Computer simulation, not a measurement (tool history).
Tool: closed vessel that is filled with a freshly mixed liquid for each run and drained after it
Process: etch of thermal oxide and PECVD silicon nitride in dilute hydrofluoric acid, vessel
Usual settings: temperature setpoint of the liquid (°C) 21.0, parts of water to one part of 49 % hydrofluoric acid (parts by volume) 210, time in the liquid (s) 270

run,day,temperature setpoint of the liquid (°C),parts of water to one part of 49 % hydrofluoric acid (parts by volume),time in the liquid (s),wafers since the last listed run,hours since the thermometer was replaced,hours since the hydrofluoric acid flow meter was replaced,hours since the gauge calibration,"read-back film thickness of the thermal oxide reference wafer, read on the same gauge (nm)","read-back film thickness of the PECVD silicon nitride reference wafer, read on the same gauge (nm)",thickness taken off the thermal oxide on a monitor wafer (angstrom),thickness taken off the PECVD silicon nitride on a monitor wafer (angstrom)
1,0.000,21.0,210,270,0,8.5,1562.2,201.3,99.991,109.971,48.83,32.44
# day 0.712: hydrofluoric acid flow meter replaced
2,1.246,21.0,245,270,1811,38.4,12.8,231.2,99.989,109.990,46.13,30.39
3,1.533,21.0,245,270,432,45.3,19.7,238.1,100.025,109.992,46.06,30.24
4,1.825,21.0,245,270,438,52.3,26.7,245.1,99.985,109.994,46.29,30.55
# day 2.292: gauge calibrated
5,2.346,21.0,210,270,783,64.8,39.2,1.3,99.978,109.961,55.65,35.01
6,3.075,23.0,210,270,1096,82.3,56.7,18.8,99.957,109.987,59.69,40.01
7,3.783,21.0,180,170,1065,99.3,73.7,35.8,100.014,109.991,41.67,26.18
8,4.188,24.5,210,270,607,109.0,83.4,45.5,99.980,109.999,62.37,44.01
9,4.612,21.0,255,315,639,119.2,93.6,55.7,100.009,109.977,50.60,34.66
10,5.025,21.0,210,270,620,129.1,103.5,65.6,100.039,109.979,56.19,35.26
11,5.592,21.0,210,270,852,142.7,117.1,79.2,100.016,110.012,55.32,34.59
12,5.946,23.5,210,270,532,151.2,125.6,87.7,100.035,109.996,60.68,41.43
13,6.392,24.0,210,390,670,161.9,136.3,98.4,99.982,110.000,89.43,61.56
14,7.117,21.0,255,270,1090,179.3,153.7,115.8,99.990,110.018,44.27,28.96
15,7.712,17.5,295,370,896,193.6,168.0,130.1,99.973,109.989,43.58,27.62
16,8.254,21.0,160,270,814,206.6,181.0,143.1,100.030,109.994,76.32,45.99
17,8.879,21.0,300,270,940,221.6,196.0,158.1,99.930,110.004,35.51,24.78
18,9.133,17.5,210,270,382,227.7,202.1,164.2,99.953,109.989,48.13,28.20
19,9.546,24.0,115,270,620,237.6,212.0,174.1,99.994,109.981,123.78,76.80
20,9.796,21.0,295,270,376,243.6,218.0,180.1,100.024,109.995,36.04,25.30
21,10.158,21.0,245,270,545,252.3,226.7,188.8,100.020,110.003,44.56,30.44
22,10.554,21.0,210,270,595,261.8,236.2,198.3,99.987,110.018,55.74,35.13
23,10.883,17.0,160,185,495,269.7,244.1,206.2,100.042,109.991,43.91,23.87
24,11.212,26.0,300,130,495,277.6,252.0,214.1,99.989,109.986,20.50,16.30

Hidden state or all else? Some run-to-run changes of thickness taken off the thermal oxide on a monitor wafer (angstrom), split into what the settings, what came in and random variation would give without the hidden state, and what is left for the hidden state (with any gauge scatter that isn't in both results):
The hidden state here: liquid hotter than its thermometer reads (K); hydrofluoric acid flow below the setpoint (%); gauge reads high (%).
Run 1 -> 2: parts of water to one part of 49 % hydrofluoric acid (parts by volume) 210 -> 245, hydrofluoric acid flow meter replaced. thickness taken off the thermal oxide on a monitor wafer (angstrom) -2.70: hidden state +6.95, all else -9.65.
Run 18 -> 19: temperature setpoint of the liquid (°C) 17.5 -> 24.0, parts of water to one part of 49 % hydrofluoric acid (parts by volume) 210 -> 115. thickness taken off the thermal oxide on a monitor wafer (angstrom) +75.65: hidden state -1.95, all else +77.60.
Run 19 -> 20: temperature setpoint of the liquid (°C) 24.0 -> 21.0, parts of water to one part of 49 % hydrofluoric acid (parts by volume) 115 -> 295. thickness taken off the thermal oxide on a monitor wafer (angstrom) -87.74: hidden state +2.16, all else -89.90.

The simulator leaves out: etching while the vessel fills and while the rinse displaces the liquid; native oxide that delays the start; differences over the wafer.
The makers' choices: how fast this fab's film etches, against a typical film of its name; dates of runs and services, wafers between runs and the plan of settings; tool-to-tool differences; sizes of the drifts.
